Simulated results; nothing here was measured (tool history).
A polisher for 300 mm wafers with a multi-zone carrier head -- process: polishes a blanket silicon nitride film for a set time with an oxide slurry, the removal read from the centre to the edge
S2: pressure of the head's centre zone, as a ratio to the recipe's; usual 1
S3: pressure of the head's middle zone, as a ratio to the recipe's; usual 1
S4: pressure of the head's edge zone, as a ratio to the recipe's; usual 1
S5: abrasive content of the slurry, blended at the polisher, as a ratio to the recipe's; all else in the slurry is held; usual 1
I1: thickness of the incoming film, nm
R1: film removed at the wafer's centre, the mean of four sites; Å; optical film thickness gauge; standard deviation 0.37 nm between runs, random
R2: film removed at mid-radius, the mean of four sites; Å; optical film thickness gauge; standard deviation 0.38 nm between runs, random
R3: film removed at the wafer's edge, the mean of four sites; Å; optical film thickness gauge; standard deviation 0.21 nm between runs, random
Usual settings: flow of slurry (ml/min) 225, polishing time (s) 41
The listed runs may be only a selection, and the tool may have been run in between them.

run 1 hour=0 | flow_of_slurry_(ml/min)=225 S2=1 S3=1 S4=1 S5=1 polishing_time_(s)=41 | I1=271.7 | R1=250 R2=257 R3=256
-- hour=16.3 carrier head's membrane replaced by a new one
run 2 hour=97.5 | flow_of_slurry_(ml/min)=225 S2=1 S3=1.08 S4=1 S5=1 polishing_time_(s)=41 | I1=269.3 | R1=253 R2=259 R3=253
-- hour=103 edge zone pressure recalibrated
-- hour=126.7 centre zone pressure recalibrated
-- hour=136.1 slurry nozzle cleaned
run 3 hour=147.8 | flow_of_slurry_(ml/min)=225 S2=1 S3=1 S4=1 S5=1 polishing_time_(s)=41 | I1=266.1 | R1=258 R2=260 R3=263
run 4 hour=189.9 | flow_of_slurry_(ml/min)=225 S2=1 S3=1 S4=1 S5=1 polishing_time_(s)=41 | I1=272.9 | R1=260 R2=260 R3=260
-- hour=198.1 worn pad replaced by a new one
run 5 hour=240.8 | flow_of_slurry_(ml/min)=225 S2=1 S3=1 S4=1 S5=1 polishing_time_(s)=41 | I1=272.2 | R1=257 R2=256 R3=261
run 6 hour=338.7 | flow_of_slurry_(ml/min)=225 S2=1 S3=1 S4=1 S5=1 polishing_time_(s)=41 | I1=265.9 | R1=254 R2=253 R3=259
run 7 hour=436.9 | flow_of_slurry_(ml/min)=225 S2=1 S3=1 S4=1 S5=1 polishing_time_(s)=41 | I1=269.5 | R1=238 R2=244 R3=251
-- hour=463.6 slurry nozzle cleaned
run 8 hour=527.2 | flow_of_slurry_(ml/min)=225 S2=1 S3=1 S4=1 S5=1 polishing_time_(s)=41 | I1=267.6 | R1=261 R2=251 R3=262
-- hour=541.1 worn pad replaced by a new one
-- hour=561 centre zone pressure recalibrated
run 9 hour=597.8 | flow_of_slurry_(ml/min)=225 S2=1 S3=1 S4=1 S5=1 polishing_time_(s)=37 | I1=272.3 | R1=224 R2=221 R3=233
-- hour=671.6 carrier head's membrane replaced by a new one
run 10 hour=700.2 | flow_of_slurry_(ml/min)=225 S2=1 S3=1 S4=1 S5=1 polishing_time_(s)=37 | I1=271.7 | R1=225 R2=229 R3=229
run 11 hour=755.4 | flow_of_slurry_(ml/min)=160 S2=1 S3=1.04 S4=1.08 S5=1 polishing_time_(s)=35 | I1=274 | R1=184 R2=197 R3=209
-- hour=808.3 edge zone pressure recalibrated
run 12 hour=850.6 | flow_of_slurry_(ml/min)=225 S2=1 S3=1 S4=0.93 S5=1 polishing_time_(s)=46 | I1=270.2 | R1=248 R2=251 R3=263
-- hour=871.4 slurry nozzle cleaned
-- hour=876.2 worn pad replaced by a new one
run 13 hour=941.7 | flow_of_slurry_(ml/min)=185 S2=1 S3=1 S4=1 S5=1 polishing_time_(s)=54 | I1=268.5 | R1=331 R2=325 R3=330
-- hour=946.8 centre zone pressure recalibrated
-- hour=1227.7 slurry nozzle cleaned
-- hour=1253.4 worn pad replaced by a new one
run 14 hour=1255.4 | flow_of_slurry_(ml/min)=225 S2=1 S3=1 S4=1 S5=1 polishing_time_(s)=41 | I1=273.5 | R1=263 R2=254 R3=262
run 15 hour=1329.3 | flow_of_slurry_(ml/min)=225 S2=1 S3=0.93 S4=1.09 S5=1 polishing_time_(s)=41 | I1=269.5 | R1=254 R2=241 R3=272
-- hour=1344.1 centre zone pressure recalibrated
-- hour=1369.6 edge zone pressure recalibrated
-- hour=1379.8 carrier head's membrane replaced by a new one
run 16 hour=1396.6 | flow_of_slurry_(ml/min)=225 S2=1 S3=1 S4=1.09 S5=1 polishing_time_(s)=49 | I1=273.5 | R1=311 R2=306 R3=318
run 17 hour=1450.6 | flow_of_slurry_(ml/min)=225 S2=1 S3=1 S4=1 S5=1 polishing_time_(s)=41 | I1=274.6 | R1=253 R2=250 R3=258
run 18 hour=1530.4 | flow_of_slurry_(ml/min)=225 S2=0.9 S3=0.93 S4=0.91 S5=1.2 polishing_time_(s)=41 | I1=275.3 | R1=244 R2=252 R3=265
-- hour=1567.5 worn pad replaced by a new one
run 19 hour=1586.5 | flow_of_slurry_(ml/min)=225 S2=0.9 S3=1 S4=1 S5=0.8 polishing_time_(s)=41 | I1=273.5 | R1=193 R2=211 R3=216
-- hour=1649 slurry nozzle cleaned
run 20 hour=1674 | flow_of_slurry_(ml/min)=225 S2=0.95 S3=1 S4=0.9 S5=1 polishing_time_(s)=41 | I1=266.4 | R1=251 R2=256 R3=251
run 21 hour=1768.2 | flow_of_slurry_(ml/min)=225 S2=0.96 S3=1 S4=1.04 S5=1 polishing_time_(s)=53 | I1=270.2 | R1=316 R2=332 R3=338

Branching from run 21: 4 alternative next runs. What would each branch give?
run A hour=1768.6 | flow_of_slurry_(ml/min)=225 S2=1 S3=1 S4=0.96 S5=1 polishing_time_(s)=41 | I1=275.6 | R1=? R2=? R3=?
run B hour=1768.6 | flow_of_slurry_(ml/min)=225 S2=1.05 S3=1 S4=1.1 S5=1 polishing_time_(s)=41 | I1=275.6 | R1=? R2=? R3=?
run C hour=1768.6 | flow_of_slurry_(ml/min)=170 S2=1 S3=1 S4=1 S5=1 polishing_time_(s)=41 | I1=275.6 | R1=? R2=? R3=?
run D hour=1768.6 | flow_of_slurry_(ml/min)=225 S2=1.11 S3=0.93 S4=1 S5=0.75 polishing_time_(s)=41 | I1=275.6 | R1=? R2=? R3=?

run=A R1=258 R2=254 R3=258
run=B R1=269 R2=254 R3=270
run=C R1=244 R2=241 R3=252
run=D R1=241 R2=205 R3=224
Take away the tool's hidden state, keep each run's random variation, and the runs would have read:
run=A R1=261 R2=257 R3=260
run=B R1=272 R2=256 R3=272
run=C R1=248 R2=245 R3=254
run=D R1=244 R2=208 R3=226
